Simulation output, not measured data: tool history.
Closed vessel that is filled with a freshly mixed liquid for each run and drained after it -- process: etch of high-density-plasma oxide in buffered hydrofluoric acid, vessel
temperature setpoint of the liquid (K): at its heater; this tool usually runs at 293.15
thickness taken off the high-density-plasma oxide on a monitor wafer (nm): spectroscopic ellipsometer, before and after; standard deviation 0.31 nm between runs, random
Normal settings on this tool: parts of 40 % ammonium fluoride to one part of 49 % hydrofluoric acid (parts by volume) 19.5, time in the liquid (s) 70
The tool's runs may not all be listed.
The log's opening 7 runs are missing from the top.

| run | hour | temperature setpoint of the liquid (K) | parts of 40 % ammonium fluoride to one part of 49 % hydrofluoric acid (parts by volume) | time in the liquid (s) | wafers since the last listed run | hours since the thermometer was replaced | hours since the hydrofluoric acid flow meter was replaced | hours since the gauge calibration | read-back film thickness of the high-density-plasma oxide reference wafer, read on the same gauge (nm) | thickness taken off the high-density-plasma oxide on a monitor wafer (nm) |
|---|---|---|---|---|---|---|---|---|---|---|
| 8 | 117.3 | 293.15 | 19.5 | 70 | 954 | 2570.1 | 1260.9 | 659.1 | 119.98 | 39.69 |
| 9 | 130.9 | 290.15 | 19.5 | 40 | 859 | 2583.7 | 1274.5 | 672.7 | 119.97 | 19.3 |
| 10 | 147.9 | 293.15 | 22 | 100 | 1074 | 2600.7 | 1291.5 | 689.7 | 120.04 | 52.16 |
| 11 | 162.9 | 293.15 | 19.5 | 70 | 948 | 2615.7 | 1306.5 | 704.7 | 119.97 | 39.95 |
| 12 | 180.1 | 291.15 | 19.5 | 70 | 1087 | 2632.9 | 1323.7 | 721.9 | 120 | 35.33 |
| 13 | 197.1 | 293.15 | 14 | 35 | 1074 | 2649.9 | 1340.7 | 738.9 | 119.99 | 27.41 |
| 14 | 206.1 | 290.65 | 24 | 70 | 568 | 2658.9 | 1349.7 | 747.9 | 120.02 | 29.75 |
| 15 | 220.5 | 290.65 | 16.5 | 35 | 910 | 2673.3 | 1364.1 | 762.3 | 119.96 | 20.79 |
| 16 | 235.6 | 293.15 | 19.5 | 110 | 954 | 2688.4 | 1379.2 | 777.4 | 120.01 | 63.48 |
|  | 242.3 | gauge calibrated |
| 17 | 249.4 | 293.15 | 19.5 | 60 | 872 | 2702.2 | 1393 | 7.1 | 120.03 | 34.06 |
| 18 | 264.7 | 293.15 | 19.5 | 70 | 967 | 2717.5 | 1408.3 | 22.4 | 120.02 | 40.2 |
| 19 | 278 | 293.15 | 19.5 | 70 | 840 | 2730.8 | 1421.6 | 35.7 | 119.95 | 40.57 |
|  | 288.8 | thermometer replaced |
| 20 | 289.3 | 293.15 | 17 | 100 | 651 | 0.5 | 1432.9 | 47 | 120.03 | 55.74 |
| 21 | 305.9 | 293.15 | 19.5 | 35 | 1049 | 17.1 | 1449.5 | 63.6 | 120 | 17.13 |
| 22 | 322.8 | 293.15 | 19.5 | 70 | 1068 | 34 | 1466.4 | 80.5 | 120.05 | 34.39 |
|  | 331.1 | hydrofluoric acid flow meter replaced |
| 23 | 333.4 | 293.15 | 17 | 45 | 606 | 44.6 | 2.3 | 91.1 | 120.02 | 25.15 |
| 24 | 351.4 | 293.15 | 19.5 | 70 | 1137 | 62.6 | 20.3 | 109.1 | 120.02 | 34.13 |
| 25 | 379.2 | 290.15 | 16 | 30 | 1757 | 90.4 | 48.1 | 136.9 | 120.02 | 15.28 |
| 26 | 393.8 | 297.65 | 19.5 | 110 | 922 | 105 | 62.7 | 151.5 | 120 | 70.83 |
| 27 | 404.4 | 293.15 | 23 | 50 | 670 | 115.6 | 73.3 | 162.1 | 120.03 | 21.69 |
| 28 | 419.4 | 293.15 | 19.5 | 50 | 948 | 130.6 | 88.3 | 177.1 | 119.98 | 24.55 |
| 29 | 437.2 | 291.15 | 19.5 | 55 | 1125 | 148.4 | 106.1 | 194.9 | 120.05 | 24.43 |
| 30 | 451.4 | 293.15 | 13 | 70 | 897 | 162.6 | 120.3 | 209.1 | 120.07 | 51.9 |
| 31 | 468.6 | 293.15 | 16.5 | 70 | 1087 | 179.8 | 137.5 | 226.3 | 120.02 | 40.27 |

Below are 4 alternative next runs, each starting from the tool's condition after run 31. Predict each:
| A | 469.3 | 293.15 | 19.5 | 70 | 44 | 180.5 | 138.2 | 227 | ? | ? |
| B | 469.3 | 290.15 | 14 | 45 | 44 | 180.5 | 138.2 | 227 | ? | ? |
| C | 469.3 | 298.15 | 14 | 45 | 44 | 180.5 | 138.2 | 227 | ? | ? |
| D | 469.3 | 293.15 | 19.5 | 85 | 44 | 180.5 | 138.2 | 227 | ? | ? |

| run | read-back film thickness of the high-density-plasma oxide reference wafer, read on the same gauge (nm) | thickness taken off the high-density-plasma oxide on a monitor wafer (nm) |
|---|---|---|
| A | 119.99 | 34.88 |
| B | 119.99 | 26.24 |
| C | 119.99 | 40.93 |
| D | 119.99 | 42.36 |
With no hidden state in the tool, these same runs would have given:
| run | thickness taken off the high-density-plasma oxide on a monitor wafer (nm) |
|---|---|
| A | 34.32 |
| B | 25.81 |
| C | 40.29 |
| D | 41.67 |
